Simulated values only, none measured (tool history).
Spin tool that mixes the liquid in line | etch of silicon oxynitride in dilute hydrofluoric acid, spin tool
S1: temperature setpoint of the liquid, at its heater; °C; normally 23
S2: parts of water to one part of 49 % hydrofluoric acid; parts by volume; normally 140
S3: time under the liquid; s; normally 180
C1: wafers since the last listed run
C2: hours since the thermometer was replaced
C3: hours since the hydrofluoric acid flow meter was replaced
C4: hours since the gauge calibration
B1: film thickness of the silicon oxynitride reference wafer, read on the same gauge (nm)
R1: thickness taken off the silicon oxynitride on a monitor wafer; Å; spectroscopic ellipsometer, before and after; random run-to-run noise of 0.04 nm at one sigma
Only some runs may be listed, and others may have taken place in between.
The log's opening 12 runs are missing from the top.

| run | hour | S1 | S2 | S3 | C1 | C2 | C3 | C4 | B1 | R1 |
|---|---|---|---|---|---|---|---|---|---|---|
|  | 963.2 | hydrofluoric acid flow meter replaced |
| 13 | 964.9 | 23 | 140 | 180 | 592 | 463.4 | 1.7 | 352.8 | 30.015 | 16.78 |
| 14 | 1053.6 | 23 | 140 | 180 | 575 | 552.1 | 90.4 | 441.5 | 29.998 | 16.89 |
| 15 | 1110.4 | 23 | 140 | 180 | 368 | 608.9 | 147.2 | 498.3 | 30.03 | 15.65 |
| 16 | 1165.2 | 19 | 160 | 180 | 355 | 663.7 | 202 | 553.1 | 30.027 | 11.13 |
| 17 | 1220.1 | 23 | 140 | 255 | 355 | 718.6 | 256.9 | 608 | 30.026 | 21.5 |
|  | 1227.4 | thermometer replaced |
| 18 | 1302.4 | 25 | 185 | 255 | 527 | 75 | 339.2 | 690.3 | 30.014 | 18.2 |
| 19 | 1354.8 | 23 | 165 | 180 | 339 | 127.4 | 391.6 | 742.7 | 30.014 | 13.32 |
| 20 | 1440.7 | 24.5 | 140 | 75 | 556 | 213.3 | 477.5 | 828.6 | 29.983 | 6.87 |
| 21 | 1524.5 | 28 | 95 | 240 | 543 | 297.1 | 561.3 | 912.4 | 29.993 | 37.96 |
| 22 | 1600.6 | 21 | 140 | 140 | 493 | 373.2 | 637.4 | 988.5 | 30.011 | 10.85 |
|  | 1652.2 | hydrofluoric acid flow meter replaced |
| 23 | 1698.1 | 27 | 140 | 180 | 625 | 470.7 | 45.9 | 1086 | 30.031 | 20.4 |
| 24 | 1773 | 23 | 115 | 180 | 485 | 545.6 | 120.8 | 1160.9 | 30.005 | 19.44 |
| 25 | 1838.4 | 23 | 140 | 215 | 424 | 611 | 186.2 | 1226.3 | 30.028 | 18.58 |
| 26 | 1938.1 | 23 | 115 | 245 | 646 | 710.7 | 285.9 | 1326 | 30.001 | 26.66 |
|  | 1949.6 | gauge calibrated |
|  | 1958.1 | thermometer replaced |
| 27 | 2041.3 | 26.5 | 110 | 80 | 662 | 83.2 | 389.1 | 91.7 | 29.995 | 11.7 |
| 28 | 2083.8 | 26.5 | 200 | 100 | 275 | 125.7 | 431.6 | 134.2 | 30.009 | 7.32 |
| 29 | 2170 | 23 | 95 | 180 | 558 | 211.9 | 517.8 | 220.4 | 29.996 | 24.08 |
| 30 | 2240.3 | 23 | 140 | 180 | 455 | 282.2 | 588.1 | 290.7 | 29.997 | 15.39 |
|  | 2314.9 | hydrofluoric acid flow meter replaced |
| 31 | 2398.1 | 23 | 140 | 120 | 1016 | 440 | 83.2 | 448.5 | 30.038 | 10.91 |

Here are 5 independent what-if runs from the current tool condition. What would each one return?
| A | 2398.6 | 23 | 185 | 180 | 3 | 440.5 | 83.7 | 449 | ? | ? |
| B | 2398.6 | 23 | 140 | 230 | 3 | 440.5 | 83.7 | 449 | ? | ? |
| C | 2398.6 | 20 | 115 | 290 | 3 | 440.5 | 83.7 | 449 | ? | ? |
| D | 2398.6 | 27 | 140 | 255 | 3 | 440.5 | 83.7 | 449 | ? | ? |
| E | 2398.6 | 26 | 140 | 180 | 3 | 440.5 | 83.7 | 449 | ? | ? |

| run | B1 | R1 |
|---|---|---|
| A | 30.029 | 12.7 |
| B | 30.029 | 22.16 |
| C | 30.029 | 29.98 |
| D | 30.029 | 29.57 |
| E | 30.029 | 19.94 |
Had the tool no hidden state, the same runs would have come out as:
| run | R1 |
|---|---|
| A | 13.98 |
| B | 24.42 |
| C | 33.11 |
| D | 32.51 |
| E | 21.93 |

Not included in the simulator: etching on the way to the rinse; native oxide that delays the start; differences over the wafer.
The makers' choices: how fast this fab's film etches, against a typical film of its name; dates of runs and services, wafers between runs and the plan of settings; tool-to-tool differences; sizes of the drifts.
